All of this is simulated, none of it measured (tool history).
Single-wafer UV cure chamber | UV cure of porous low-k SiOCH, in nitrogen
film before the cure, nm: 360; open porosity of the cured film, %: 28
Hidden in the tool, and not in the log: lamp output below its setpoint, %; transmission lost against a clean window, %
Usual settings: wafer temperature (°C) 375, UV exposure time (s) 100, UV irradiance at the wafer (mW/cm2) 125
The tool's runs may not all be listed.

run     day  wafer temperature (°C)  UV exposure time (s)  UV irradiance at the wafer (mW/cm2)  wafers since the last listed run  hours since the UV bulbs were replaced  wafers since the quartz window was cleaned  loss of film thickness in the cure (%)
  1   0.000                     375                   100                                  125                                 0                                  1385.4                                         589                                  10.532
  2   2.942                     375                   100                                  125                               240                                  1456.0                                         829                                  10.383
  3   5.496                     375                   100                                  125                               208                                  1517.3                                        1038                                  10.647
  4  17.712                     375                   100                                  125                               998                                  1810.5                                        2036                                  10.472
  5  20.729                     375                   100                                  125                               246                                  1882.9                                        2282                                  10.279
  6  22.512                     375                   100                                  125                               145                                  1925.7                                        2428                                  10.387
  7  26.471                     375                   100                                  125                               323                                  2020.7                                        2752                                  10.427
  8  29.775                     375                   100                                  125                               269                                  2100.0                                        3022                                  10.079
  9  31.729                     375                   130                                  125                               159                                  2146.9                                        3181                                  11.766
 10  33.783                     375                   130                                  125                               167                                  2196.2                                        3349                                  11.622
     35.871  -- UV bulbs replaced
 11  36.817                     375                   125                                  149                               220                                    22.7                                        3570                                  12.537
 12  39.800                     375                   125                                  149                               243                                    94.3                                        3813                                  12.723
 13  42.117                     375                   125                                  149                               189                                   149.9                                        4003                                  12.728
 14  44.158                     375                   100                                  125                               166                                   198.9                                        4170                                  10.602
 15  47.146                     375                   100                                  125                               244                                   270.6                                        4414                                  10.526
 16  51.025                     375                   100                                  125                               316                                   363.7                                        4731                                  10.475
 17  54.221                     375                   100                                  125                               261                                   440.4                                        4992                                  10.452
     55.962  -- quartz window cleaned
 18  57.646                     375                   125                                  149                               252                                   522.6                                         137                                  12.179
 19  59.458                     375                   150                                  125                               148                                   566.1                                         285                                  12.503
 20  62.925                     387                   160                                  125                               283                                   649.3                                         568                                  13.035
 21  64.467                     388                    55                                  102                               125                                   686.3                                         694                                   6.921
 22  68.779                     367                   155                                  108                               352                                   789.8                                        1047                                  11.881
 23  71.796                     375                   100                                  143                               246                                   862.2                                        1293                                  11.061
 24  76.000                     368                   135                                   99                               343                                   963.1                                        1637                                  10.844
 25  79.529                     391                    80                                  164                               288                                  1047.8                                        1925                                  11.091
 26  83.475                     375                   100                                  125                               322                                  1142.5                                        2247                                  10.604
 27  86.908                     360                    60                                  162                               280                                  1224.9                                        2528                                   8.843
 28  89.512                     390                    50                                  162                               212                                  1287.4                                        2741                                   8.655

How the hidden state differs across the entries between the runs, from the last listed run before each to the first after it:
Between runs 10 and 11: UV bulbs replaced (day 35.871)
  no hidden state differs between the two runs
Between runs 17 and 18: quartz window cleaned (day 55.962)
  no hidden state differs between the two runs

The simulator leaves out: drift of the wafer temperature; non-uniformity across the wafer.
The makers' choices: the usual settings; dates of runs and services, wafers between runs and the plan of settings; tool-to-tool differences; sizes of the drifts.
